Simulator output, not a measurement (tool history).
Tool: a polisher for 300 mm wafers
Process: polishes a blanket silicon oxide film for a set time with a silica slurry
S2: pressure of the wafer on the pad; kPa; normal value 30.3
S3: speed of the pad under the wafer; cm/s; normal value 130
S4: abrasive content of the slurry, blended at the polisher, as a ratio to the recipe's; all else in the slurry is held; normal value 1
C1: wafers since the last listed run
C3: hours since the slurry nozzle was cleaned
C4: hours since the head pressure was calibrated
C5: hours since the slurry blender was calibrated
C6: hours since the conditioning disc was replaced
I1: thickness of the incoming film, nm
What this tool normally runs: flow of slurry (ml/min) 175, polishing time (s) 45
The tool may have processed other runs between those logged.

{"run": 1, "hour": 0.0, "flow of slurry (ml/min)": 175, "S2": 30.3, "S3": 130, "S4": 1, "polishing time (s)": 45, "C1": 0, "wafers polished on this pad": 3043, "C3": 134.6, "C4": 195.7, "C5": 89.4, "C6": 155.5, "I1": 848.1, "film removed (Å)": 1347}
{"hour": 12.9, "done": "worn pad replaced by a new one"}
{"run": 2, "hour": 36.6, "flow of slurry (ml/min)": 175, "S2": 30.3, "S3": 130, "S4": 1, "polishing time (s)": 45, "C1": 608, "wafers polished on this pad": 442, "C3": 171.2, "C4": 232.3, "C5": 126, "C6": 192.1, "I1": 863.2, "film removed (Å)": 1330}
{"run": 3, "hour": 82.4, "flow of slurry (ml/min)": 175, "S2": 30.3, "S3": 130, "S4": 1, "polishing time (s)": 45, "C1": 854, "wafers polished on this pad": 1297, "C3": 217, "C4": 278.1, "C5": 171.8, "C6": 237.9, "I1": 849, "film removed (Å)": 1324}
{"hour": 128.4, "done": "slurry blender recalibrated"}
{"run": 4, "hour": 128.9, "flow of slurry (ml/min)": 175, "S2": 30.3, "S3": 130, "S4": 1, "polishing time (s)": 45, "C1": 830, "wafers polished on this pad": 2128, "C3": 263.5, "C4": 324.6, "C5": 0.5, "C6": 284.4, "I1": 851.4, "film removed (Å)": 1437}
{"run": 5, "hour": 185.0, "flow of slurry (ml/min)": 175, "S2": 30.3, "S3": 130, "S4": 1, "polishing time (s)": 45, "C1": 1047, "wafers polished on this pad": 3175, "C3": 319.6, "C4": 380.7, "C5": 56.6, "C6": 340.5, "I1": 856.7, "film removed (Å)": 1390}
{"hour": 200.7, "done": "conditioning disc replaced and pad reconditioned"}
{"hour": 201.9, "done": "worn pad replaced by a new one"}
{"run": 6, "hour": 222.4, "flow of slurry (ml/min)": 175, "S2": 30.3, "S3": 130, "S4": 1, "polishing time (s)": 45, "C1": 638, "wafers polished on this pad": 382, "C3": 357, "C4": 418.1, "C5": 94, "C6": 21.7, "I1": 856.9, "film removed (Å)": 1351}
{"run": 7, "hour": 289.7, "flow of slurry (ml/min)": 145, "S2": 30.3, "S3": 130, "S4": 1, "polishing time (s)": 45, "C1": 1256, "wafers polished on this pad": 1638, "C3": 424.3, "C4": 485.4, "C5": 161.3, "C6": 89, "I1": 862.4, "film removed (Å)": 1299}
{"hour": 305.3, "done": "head pressure recalibrated"}
{"run": 8, "hour": 315.2, "flow of slurry (ml/min)": 145, "S2": 30.3, "S3": 130, "S4": 1, "polishing time (s)": 45, "C1": 438, "wafers polished on this pad": 2077, "C3": 449.8, "C4": 9.9, "C5": 186.8, "C6": 114.5, "I1": 838.3, "film removed (Å)": 1292}
{"hour": 325.5, "done": "slurry blender recalibrated"}
{"hour": 335.0, "done": "slurry nozzle cleaned"}
{"run": 9, "hour": 343.2, "flow of slurry (ml/min)": 145, "S2": 30.3, "S3": 130, "S4": 1, "polishing time (s)": 45, "C1": 466, "wafers polished on this pad": 2544, "C3": 8.2, "C4": 37.9, "C5": 17.7, "C6": 142.5, "I1": 854.1, "film removed (Å)": 1167}
{"run": 10, "hour": 378.0, "flow of slurry (ml/min)": 175, "S2": 30.3, "S3": 130, "S4": 1, "polishing time (s)": 45, "C1": 649, "wafers polished on this pad": 3193, "C3": 43, "C4": 72.7, "C5": 52.5, "C6": 177.3, "I1": 845, "film removed (Å)": 1141}
{"hour": 419.9, "done": "worn pad replaced by a new one"}
{"run": 11, "hour": 435.6, "flow of slurry (ml/min)": 175, "S2": 30.3, "S3": 130, "S4": 1, "polishing time (s)": 45, "C1": 1000, "wafers polished on this pad": 292, "C3": 100.6, "C4": 130.3, "C5": 110.1, "C6": 234.9, "I1": 855, "film removed (Å)": 1092}
{"hour": 458.8, "done": "slurry blender recalibrated, repeated, since the last time left the tool worse"}
{"run": 12, "hour": 488.4, "flow of slurry (ml/min)": 175, "S2": 27.6, "S3": 130, "S4": 1, "polishing time (s)": 45, "C1": 948, "wafers polished on this pad": 1241, "C3": 153.4, "C4": 183.1, "C5": 29.6, "C6": 287.7, "I1": 849.9, "film removed (Å)": 1292}
{"run": 13, "hour": 546.3, "flow of slurry (ml/min)": 175, "S2": 30.3, "S3": 110, "S4": 1.2, "polishing time (s)": 45, "C1": 1080, "wafers polished on this pad": 2321, "C3": 211.3, "C4": 241, "C5": 87.5, "C6": 345.6, "I1": 840.6, "film removed (Å)": 1316}
{"hour": 561.8, "done": "conditioning disc replaced and pad reconditioned"}
{"run": 14, "hour": 592.4, "flow of slurry (ml/min)": 175, "S2": 30.3, "S3": 130, "S4": 1, "polishing time (s)": 45, "C1": 823, "wafers polished on this pad": 3145, "C3": 257.4, "C4": 287.1, "C5": 133.6, "C6": 30.6, "I1": 859.9, "film removed (Å)": 1327}
{"hour": 599.9, "done": "worn pad replaced by a new one"}
{"run": 15, "hour": 636.1, "flow of slurry (ml/min)": 175, "S2": 30.3, "S3": 108, "S4": 0.75, "polishing time (s)": 45, "C1": 741, "wafers polished on this pad": 675, "C3": 301.1, "C4": 330.8, "C5": 177.3, "C6": 74.3, "I1": 857.7, "film removed (Å)": 1021}
{"run": 16, "hour": 674.3, "flow of slurry (ml/min)": 175, "S2": 30.3, "S3": 156, "S4": 1.1, "polishing time (s)": 59, "C1": 713, "wafers polished on this pad": 1388, "C3": 339.3, "C4": 369, "C5": 215.5, "C6": 112.5, "I1": 847.1, "film removed (Å)": 2018}
{"hour": 709.1, "done": "slurry nozzle cleaned"}
{"hour": 713.0, "done": "slurry blender recalibrated"}
{"run": 17, "hour": 713.5, "flow of slurry (ml/min)": 175, "S2": 30.3, "S3": 130, "S4": 1.15, "polishing time (s)": 45, "C1": 675, "wafers polished on this pad": 2064, "C3": 4.4, "C4": 408.2, "C5": 0.5, "C6": 151.7, "I1": 845.2, "film removed (Å)": 1542}
{"run": 18, "hour": 751.6, "flow of slurry (ml/min)": 150, "S2": 30.3, "S3": 130, "S4": 0.8, "polishing time (s)": 31, "C1": 711, "wafers polished on this pad": 2775, "C3": 42.5, "C4": 446.3, "C5": 38.6, "C6": 189.8, "I1": 849.8, "film removed (Å)": 850}
{"hour": 761.2, "done": "head pressure recalibrated"}
{"hour": 775.0, "done": "worn pad replaced by a new one"}
{"run": 19, "hour": 804.3, "flow of slurry (ml/min)": 175, "S2": 30.3, "S3": 86, "S4": 1, "polishing time (s)": 59, "C1": 871, "wafers polished on this pad": 546, "C3": 95.2, "C4": 43.1, "C5": 91.3, "C6": 242.5, "I1": 838.5, "film removed (Å)": 1354}
{"run": 20, "hour": 874.5, "flow of slurry (ml/min)": 175, "S2": 37.2, "S3": 130, "S4": 1, "polishing time (s)": 45, "C1": 1310, "wafers polished on this pad": 1857, "C3": 165.4, "C4": 113.3, "C5": 161.5, "C6": 312.7, "I1": 844.8, "film removed (Å)": 1629}
{"hour": 914.0, "done": "slurry blender recalibrated"}
{"run": 21, "hour": 923.7, "flow of slurry (ml/min)": 175, "S2": 30.3, "S3": 130, "S4": 1, "polishing time (s)": 45, "C1": 881, "wafers polished on this pad": 2738, "C3": 214.6, "C4": 162.5, "C5": 9.7, "C6": 361.9, "I1": 849.1, "film removed (Å)": 1431}
{"hour": 972.0, "done": "worn pad replaced by a new one"}
{"run": 22, "hour": 976.3, "flow of slurry (ml/min)": 195, "S2": 20, "S3": 160, "S4": 1.2, "polishing time (s)": 45, "C1": 907, "wafers polished on this pad": 80, "C3": 267.2, "C4": 215.1, "C5": 62.3, "C6": 414.5, "I1": 846.5, "film removed (Å)": 1142}
{"hour": 978.9, "done": "conditioning disc replaced and pad reconditioned"}
{"run": 23, "hour": 1008.0, "flow of slurry (ml/min)": 175, "S2": 30.3, "S3": 130, "S4": 1, "polishing time (s)": 45, "C1": 554, "wafers polished on this pad": 634, "C3": 298.9, "C4": 246.8, "C5": 94, "C6": 29.1, "I1": 856.3, "film removed (Å)": 1341}

Alternative continuations, all from the tool just after run 23; predict every row:
{"run": "A", "hour": 1008.4, "flow of slurry (ml/min)": 175, "S2": 30.3, "S3": 130, "S4": 1, "polishing time (s)": 45, "C1": 7, "wafers polished on this pad": 642, "C3": 299.3, "C4": 247.2, "C5": 94.4, "C6": 29.5, "I1": 837.1, "film removed (Å)": "?"}
{"run": "B", "hour": 1008.4, "flow of slurry (ml/min)": 175, "S2": 30.3, "S3": 130, "S4": 1.2, "polishing time (s)": 45, "C1": 7, "wafers polished on this pad": 642, "C3": 299.3, "C4": 247.2, "C5": 94.4, "C6": 29.5, "I1": 837.1, "film removed (Å)": "?"}
{"run": "C", "hour": 1008.4, "flow of slurry (ml/min)": 125, "S2": 30.3, "S3": 130, "S4": 0.9, "polishing time (s)": 61, "C1": 7, "wafers polished on this pad": 642, "C3": 299.3, "C4": 247.2, "C5": 94.4, "C6": 29.5, "I1": 837.1, "film removed (Å)": "?"}
{"run": "D", "hour": 1008.4, "flow of slurry (ml/min)": 175, "S2": 27.6, "S3": 130, "S4": 0.9, "polishing time (s)": 45, "C1": 7, "wafers polished on this pad": 642, "C3": 299.3, "C4": 247.2, "C5": 94.4, "C6": 29.5, "I1": 837.1, "film removed (Å)": "?"}

run=A film_removed_(Å)=1333
run=B film_removed_(Å)=1442
run=C film_removed_(Å)=1633
run=D film_removed_(Å)=1160
With no hidden state in the tool, these same runs would have given:
run=A film_removed_(Å)=1419
run=B film_removed_(Å)=1526
run=C film_removed_(Å)=1744
run=D film_removed_(Å)=1239

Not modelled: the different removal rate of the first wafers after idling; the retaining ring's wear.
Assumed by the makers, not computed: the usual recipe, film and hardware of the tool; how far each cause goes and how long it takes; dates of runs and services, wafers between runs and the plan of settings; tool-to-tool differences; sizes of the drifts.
